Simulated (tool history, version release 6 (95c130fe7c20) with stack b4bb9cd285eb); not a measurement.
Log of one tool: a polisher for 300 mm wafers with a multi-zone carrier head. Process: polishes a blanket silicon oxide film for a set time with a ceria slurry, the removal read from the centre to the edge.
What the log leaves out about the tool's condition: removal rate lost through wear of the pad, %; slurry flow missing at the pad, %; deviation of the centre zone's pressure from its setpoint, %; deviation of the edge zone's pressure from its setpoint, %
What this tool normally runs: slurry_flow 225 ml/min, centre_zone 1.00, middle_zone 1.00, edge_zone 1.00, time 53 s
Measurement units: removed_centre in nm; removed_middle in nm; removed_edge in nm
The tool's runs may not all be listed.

run	hour	slurry_flow	centre_zone	middle_zone	edge_zone	time	wafers since the last listed run	wafers polished on this pad	hours since the slurry nozzle was cleaned	hours since the centre zone pressure was calibrated	hours since the edge zone pressure was calibrated	hours since the carrier head's membrane was replaced	incoming thickness of the incoming film, nm	removed_centre	removed_middle	removed_edge
1	0.0	225	1.00	1.00	1.00	53	0	378	215.0	251.5	463.0	798.7	1430.9	411.7	382.2	386.8
# hour 9.8: slurry nozzle cleaned
2	12.4	225	1.00	1.00	1.00	53	124	503	2.6	263.9	475.4	811.1	1422.0	412.9	382.9	399.8
# hour 37.7: worn pad replaced by a new one
3	40.0	225	1.00	1.00	1.00	53	257	24	30.2	291.5	503.0	838.7	1441.1	421.8	384.5	393.4
4	69.0	225	1.00	1.00	1.00	53	316	341	59.2	320.5	532.0	867.7	1405.1	426.3	387.6	387.9
# hour 117.7: worn pad replaced by a new one
# hour 121.9: carrier head's membrane replaced by a new one
# hour 126.6: centre zone pressure recalibrated
5	133.1	225	1.00	1.00	1.00	53	588	100	123.3	6.5	596.1	11.2	1424.1	408.4	383.1	390.6
6	149.0	225	1.00	1.00	1.00	53	173	274	139.2	22.4	612.0	27.1	1413.4	412.5	385.1	397.0
7	163.7	225	1.00	1.00	1.00	53	160	434	153.9	37.1	626.7	41.8	1424.9	410.2	388.2	389.4
# hour 180.8: worn pad replaced by a new one
8	181.6	225	1.00	1.00	1.00	43	151	9	171.8	55.0	644.6	59.7	1391.4	333.7	310.1	314.1
9	203.3	225	1.00	1.00	1.00	53	236	246	193.5	76.7	666.3	81.4	1399.9	417.3	383.3	398.7
10	221.1	225	1.00	0.93	1.00	53	194	440	211.3	94.5	684.1	99.2	1418.4	414.4	362.2	391.3
# hour 230.4: edge zone pressure recalibrated
11	234.3	180	0.90	1.05	1.00	36	122	562	224.5	107.7	3.9	112.4	1405.1	247.6	262.3	262.0
# hour 249.4: worn pad replaced by a new one
12	265.7	225	0.90	1.00	1.00	53	299	177	255.9	139.1	35.3	143.8	1422.8	381.4	388.8	387.2
13	285.9	225	1.00	1.00	1.00	43	220	398	276.1	159.3	55.5	164.0	1430.2	343.2	316.9	316.8
# hour 288.5: slurry nozzle cleaned
# hour 322.6: worn pad replaced by a new one
14	323.1	225	0.90	1.07	0.95	53	351	5	34.6	196.5	92.7	201.2	1405.1	381.1	406.3	381.4
15	351.1	225	1.00	1.00	1.00	64	305	310	62.6	224.5	120.7	229.2	1409.4	511.4	469.5	475.5
16	365.5	225	1.08	1.10	1.00	39	157	468	77.0	238.9	135.1	243.6	1428.5	339.3	308.0	286.2

What if the next run were any one of these 5? Each begins from the tool's condition after run 16:
A	365.9	225	1.00	1.00	1.00	61	4	472	77.4	239.3	135.5	244.0	1413.3	?	?	?
B	365.9	225	1.00	0.94	1.08	63	4	472	77.4	239.3	135.5	244.0	1413.3	?	?	?
C	365.9	225	1.00	1.00	1.03	53	4	472	77.4	239.3	135.5	244.0	1413.3	?	?	?
D	365.9	255	1.10	1.00	1.04	72	4	472	77.4	239.3	135.5	244.0	1413.3	?	?	?
E	365.9	225	1.00	1.00	1.00	65	4	472	77.4	239.3	135.5	244.0	1413.3	?	?	?

run	removed_centre	removed_middle	removed_edge
A	494.6	442.8	451.2
B	510.6	434.1	484.4
C	429.8	384.7	397.7
D	652.6	529.9	548.8
E	527.1	471.8	480.8
Stripped of hidden state, with their random variation kept, the same runs would have yielded:
run	removed_centre	removed_middle	removed_edge
A	458.1	443.0	451.2
B	472.9	434.3	484.4
C	398.0	384.9	397.7
D	604.8	530.2	548.8
E	488.1	472.0	480.8

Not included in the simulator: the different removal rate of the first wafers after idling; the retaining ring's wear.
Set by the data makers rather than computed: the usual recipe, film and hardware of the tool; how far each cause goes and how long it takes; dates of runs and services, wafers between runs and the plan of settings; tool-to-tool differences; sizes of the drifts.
